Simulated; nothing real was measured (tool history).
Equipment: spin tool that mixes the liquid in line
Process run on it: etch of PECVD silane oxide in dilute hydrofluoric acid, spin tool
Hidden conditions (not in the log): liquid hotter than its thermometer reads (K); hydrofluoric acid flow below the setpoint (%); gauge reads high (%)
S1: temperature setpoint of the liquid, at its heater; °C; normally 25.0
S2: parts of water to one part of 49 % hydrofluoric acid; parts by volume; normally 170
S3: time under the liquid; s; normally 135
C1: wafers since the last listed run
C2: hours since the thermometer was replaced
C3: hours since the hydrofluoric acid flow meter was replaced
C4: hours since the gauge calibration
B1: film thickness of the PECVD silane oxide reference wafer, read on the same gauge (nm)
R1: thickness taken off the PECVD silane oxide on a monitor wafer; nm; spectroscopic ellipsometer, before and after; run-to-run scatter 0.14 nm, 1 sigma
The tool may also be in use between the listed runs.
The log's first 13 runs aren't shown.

run   hour    S1   S2   S3   C1      C2      C3     C4      B1     R1
 14  185.2  25.0  170  105   40  2506.1  1871.0  563.5  119.99  19.33
 15  198.2  25.0  190  190   78  2519.1  1884.0  576.5  120.02  30.63
 16  213.5  25.0  170  135   91  2534.4  1899.3  591.8  119.99  25.01
     223.0  -- gauge calibrated
 17  230.4  22.5  130   80  101  2551.3  1916.2    7.4  120.01  18.47
 18  244.2  20.5   90  105   82  2565.1  1930.0   21.2  120.00  33.63
 19  259.0  25.0  100   75   88  2579.9  1944.8   36.0  120.01  25.57
     269.3  -- thermometer replaced
 20  271.1  21.0  100   75   66     1.8  1956.9   48.1  120.00  22.01
 21  287.8  25.0  170  135  100    18.5  1973.6   64.8  120.00  25.23
 22  300.6  25.0  100   75   76    31.3  1986.4   77.6  120.00  25.77
 23  317.5  29.0  205   95  101    48.2  2003.3   94.5  120.00  16.13
     335.3  -- hydrofluoric acid flow meter replaced
 24  351.2  26.5  170  110  196    81.9    15.9  128.2  119.99  21.52
 25  359.2  25.0  170  135   48    89.9    23.9  136.2  119.99  24.99
 26  367.1  25.0  170  135   47    97.8    31.8  144.1  120.00  24.66
 27  381.3  25.0  120   80   85   112.0    46.0  158.3  119.98  22.34
 28  398.0  30.0  115  135  100   128.7    62.7  175.0  120.00  47.66
 29  405.0  27.5  170  135   42   135.7    69.7  182.0  119.99  27.53
 30  418.8  25.0  170  135   82   149.5    83.5  195.8  120.01  24.88
 31  458.9  25.0  170  135  240   189.6   123.6  235.9  120.01  24.97
 32  472.3  22.0  115  160   80   203.0   137.0  249.3  120.01  41.36

What if the next run were any one of these 5? Each begins from the tool's condition after run 32:
  A  472.8  25.0  170  135   3  203.5  137.5  249.8   ?   ?
  B  472.8  20.5  140  180   3  203.5  137.5  249.8   ?   ?
  C  472.8  25.0  170   90   3  203.5  137.5  249.8   ?   ?
  D  472.8  21.5  230  165   3  203.5  137.5  249.8   ?   ?
  E  472.8  25.0  210  210   3  203.5  137.5  249.8   ?   ?

run      B1     R1
  A  120.00  25.05
  B  120.00  35.24
  C  120.00  16.70
  D  120.00  18.64
  E  120.00  30.17
Without the tool's unlogged condition, the same runs would have read:
run     R1
  A  25.05
  B  35.24
  C  16.70
  D  18.64
  E  30.17
